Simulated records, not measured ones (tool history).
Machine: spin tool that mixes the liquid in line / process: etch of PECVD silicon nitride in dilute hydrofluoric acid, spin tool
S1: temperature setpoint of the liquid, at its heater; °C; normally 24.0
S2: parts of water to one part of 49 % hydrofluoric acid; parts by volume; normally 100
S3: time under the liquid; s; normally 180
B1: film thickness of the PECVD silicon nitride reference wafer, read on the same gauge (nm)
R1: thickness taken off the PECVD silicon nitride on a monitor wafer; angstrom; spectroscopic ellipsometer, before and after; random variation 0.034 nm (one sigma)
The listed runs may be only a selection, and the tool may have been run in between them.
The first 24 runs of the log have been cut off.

run 25 day=51.642 | S1=24.0 S2=100 S3=180 | B1=69.99 | R1=112.7
run 26 day=54.612 | S1=20.0 S2=55 S3=290 | B1=70.00 | R1=248.3
run 27 day=56.100 | S1=24.0 S2=100 S3=110 | B1=69.99 | R1=68.9
run 28 day=58.129 | S1=24.0 S2=100 S3=180 | B1=69.98 | R1=112.4
run 29 day=60.458 | S1=24.0 S2=60 S3=95 | B1=69.95 | R1=98.8
run 30 day=63.158 | S1=24.0 S2=100 S3=180 | B1=69.98 | R1=112.7
run 31 day=65.012 | S1=24.0 S2=60 S3=135 | B1=69.99 | R1=140.0
run 32 day=66.538 | S1=28.5 S2=100 S3=215 | B1=70.04 | R1=180.8

Alternative continuations, all from the tool just after run 32; predict every row:
run A day=66.558 | S1=24.0 S2=85 S3=180 | B1=? | R1=?
run B day=66.558 | S1=22.5 S2=125 S3=75 | B1=? | R1=?
run C day=66.558 | S1=19.5 S2=65 S3=255 | B1=? | R1=?
run D day=66.558 | S1=27.5 S2=55 S3=100 | B1=? | R1=?

run=A B1=70.00 R1=133.3
run=B B1=70.00 R1=34.4
run=C B1=70.00 R1=180.9
run=D B1=70.00 R1=143.3
Had the tool no hidden state, the same runs would have come out as:
run=A R1=131.2
run=B R1=33.9
run=C R1=178.2
run=D R1=141.1
